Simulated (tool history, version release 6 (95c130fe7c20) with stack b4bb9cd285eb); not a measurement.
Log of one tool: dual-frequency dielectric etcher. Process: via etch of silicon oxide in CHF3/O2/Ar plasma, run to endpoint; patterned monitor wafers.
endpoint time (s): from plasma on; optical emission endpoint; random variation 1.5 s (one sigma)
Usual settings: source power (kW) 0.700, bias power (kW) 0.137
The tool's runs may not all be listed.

run      day  source power (kW)  bias power (kW)  wafers since the last listed run  hours since the last wet clean  hours since the last source power generator calibration  hours since the last bias power generator calibration  hours since the last upper electrode change  incoming incoming film thickness, nm  endpoint time (s)
  1    0.000              0.580            0.137                                 0                           386.5                                                   4786.8                                                 1680.8                                        557.4                                 442.7              256.5
  2    3.483              0.580            0.146                               302                           470.1                                                   4870.4                                                 1764.4                                        641.0                                 438.7              253.7
  3    7.654              0.580            0.146                               361                           570.2                                                   4970.5                                                 1864.5                                        741.1                                 440.2              258.4
  4   10.554              0.580            0.146                               251                           639.8                                                   5040.1                                                 1934.1                                        810.7                                 440.1              259.7
      12.838  -- wet clean of the chamber
      13.338  -- bias power generator calibrated
  5   14.879              0.700            0.137                               274                            49.0                                                   5143.9                                                   37.0                                        914.5                                 439.2              236.0
  6   18.062              0.700            0.137                               276                           125.4                                                   5220.3                                                  113.4                                        990.9                                 445.1              239.9
      20.008  -- source power generator calibrated
  7   22.333              0.700            0.137                               356                           227.9                                                     55.8                                                  215.9                                       1093.4                                 437.4              240.0
  8   31.246              0.700            0.137                               773                           441.8                                                    269.7                                                  429.8                                       1307.3                                 442.6              243.9
  9   35.204              0.700            0.137                               343                           536.8                                                    364.7                                                  524.8                                       1402.3                                 437.2              242.9
 10   38.742              0.700            0.137                               306                           621.7                                                    449.6                                                  609.7                                       1487.2                                 443.0              249.5
 11   40.471              0.700            0.120                               150                           663.2                                                    491.1                                                  651.2                                       1528.7                                 444.1              256.5
      43.492  -- wet clean of the chamber
 12   44.008              0.700            0.120                               220                            12.4                                                    576.0                                                  736.1                                       1613.6                                 439.6              240.9
 13   45.954              0.560            0.123                               168                            59.1                                                    622.7                                                  782.8                                       1660.3                                 437.9              260.0
 14   55.704              0.650            0.122                               845                           293.1                                                    856.7                                                 1016.8                                       1894.3                                 439.3              252.8
      57.183  -- upper electrode replaced
 15   57.954              0.830            0.158                               108                           347.1                                                    910.7                                                 1070.8                                         18.5                                 440.3              223.1
 16   60.075              0.560            0.137                               184                           398.0                                                    961.6                                                 1121.7                                         69.4                                 448.0              265.4
 17   67.138              0.580            0.137                               612                           567.5                                                   1131.1                                                 1291.2                                        238.9                                 439.8              260.6
      69.625  -- wet clean of the chamber
 18   69.646              0.700            0.137                               130                             0.5                                                   1191.3                                                 1351.4                                        299.1                                 443.6              236.5
 19   70.938              0.700            0.149                               112                            31.5                                                   1222.3                                                 1382.4                                        330.1                                 442.1              233.4
 20   73.025              0.590            0.127                               181                            81.6                                                   1272.4                                                 1432.5                                        380.2                                 439.6              252.9
 21   75.704              0.750            0.160                               232                           145.9                                                   1336.7                                                 1496.8                                        444.5                                 442.2              226.5
 22   77.662              0.620            0.148                               169                           192.9                                                   1383.7                                                 1543.8                                        491.5                                 441.5              243.7
 23   80.950              0.870            0.148                               285                           271.8                                                   1462.6                                                 1622.7                                        570.4                                 438.6              218.1
 24   83.379              0.570            0.119                               210                           330.1                                                   1520.9                                                 1681.0                                        628.7                                 440.6              260.0
      84.500  -- bias power generator calibrated
 25   85.642              0.700            0.137                               181                           384.4                                                   1575.2                                                   27.4                                        683.0                                 444.7              243.4
 26   87.892              0.570            0.137                               195                           438.4                                                   1629.2                                                   81.4                                        737.0                                 443.6              262.0
 27   90.217              0.700            0.137                               201                           494.2                                                   1685.0                                                  137.2                                        792.8                                 439.7              241.9
 28   92.267              0.530            0.137                               177                           543.4                                                   1734.2                                                  186.4                                        842.0                                 444.0              266.9
      95.362  -- wet clean of the chamber
 29   95.383              0.620            0.119                               183                             0.5                                                   1809.0                                                  261.2                                        916.8                                 438.7              252.6
 30   99.083              0.700            0.105                               321                            89.3                                                   1897.8                                                  350.0                                       1005.6                                 438.9              247.2
 31  102.233              0.840            0.161                               273                           164.9                                                   1973.4                                                  425.6                                       1081.2                                 438.8              219.4
 32  103.796              0.850            0.106                               135                           202.4                                                   2010.9                                                  463.1                                       1118.7                                 443.6              238.8
 33  106.229              0.530            0.113                               211                           260.8                                                   2069.3                                                  521.5                                       1177.1                                 445.0              276.6

The next listed run, before its measurement:
 34  107.800              0.650            0.104                               136                           298.5                                                   2107.0                                                  559.2                                       1214.8                                 441.0                  ?

{"run 34": {"endpoint time (s)": 262.1}}
Without the tool's hidden state the same run would have given endpoint time (s) 253.2.
